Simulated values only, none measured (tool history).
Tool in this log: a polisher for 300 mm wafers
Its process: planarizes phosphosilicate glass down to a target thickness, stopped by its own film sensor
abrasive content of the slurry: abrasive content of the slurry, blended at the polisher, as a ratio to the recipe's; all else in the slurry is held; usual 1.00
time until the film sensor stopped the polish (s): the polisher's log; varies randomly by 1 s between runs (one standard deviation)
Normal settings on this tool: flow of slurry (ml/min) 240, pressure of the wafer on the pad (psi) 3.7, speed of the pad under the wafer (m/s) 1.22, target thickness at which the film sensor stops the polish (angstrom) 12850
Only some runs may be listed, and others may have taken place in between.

run   hour  flow of slurry (ml/min)  pressure of the wafer on the pad (psi)  speed of the pad under the wafer (m/s)  abrasive content of the slurry  target thickness at which the film sensor stops the polish (angstrom)  incoming thickness of the incoming film, nm  time until the film sensor stopped the polish (s)
  1    0.0                      240                                     3.7                                    1.22                            1.15                                                                  12850                                       2036.5                                               69.5
  2    6.3                      240                                     4.2                                    1.22                            1.00                                                                  12850                                       2031.0                                               65.6
  3   21.8                      240                                     4.2                                    1.22                            1.00                                                                  12850                                       2083.9                                               72.5
      27.8  -- worn pad replaced by a new one
  4   30.6                      240                                     4.2                                    1.22                            1.00                                                                  12850                                       2039.4                                               62.7
  5   43.0                      240                                     3.7                                    1.22                            1.00                                                                  12850                                       2034.9                                               71.2
  6   50.0                      240                                     3.7                                    1.22                            1.00                                                                  12850                                       2003.5                                               70.7
  7   65.5                      240                                     3.7                                    1.22                            1.00                                                                  12850                                       2068.7                                               77.1
      77.3  -- head pressure recalibrated
      79.7  -- slurry blender recalibrated
  8   82.4                      240                                     3.7                                    1.22                            1.00                                                                  12850                                       2054.8                                               79.2
  9   88.8                      240                                     3.7                                    1.22                            1.00                                                                  12850                                       2021.3                                               74.6
      93.0  -- worn pad replaced by a new one
 10  102.1                      240                                     3.7                                    1.22                            1.00                                                                  12850                                       2033.6                                               70.7

Run 11, settings as shown, results not yet in. Your forecast:
 11  109.6                      240                                     3.7                                    1.22                            1.10                                                                  12850                                       2027.2                                                  ?

{"run 11": {"time until the film sensor stopped the polish (s)": 71.5}}
Had the tool carried no hidden state, the very same run would have given time until the film sensor stopped the polish (s) 68.8.
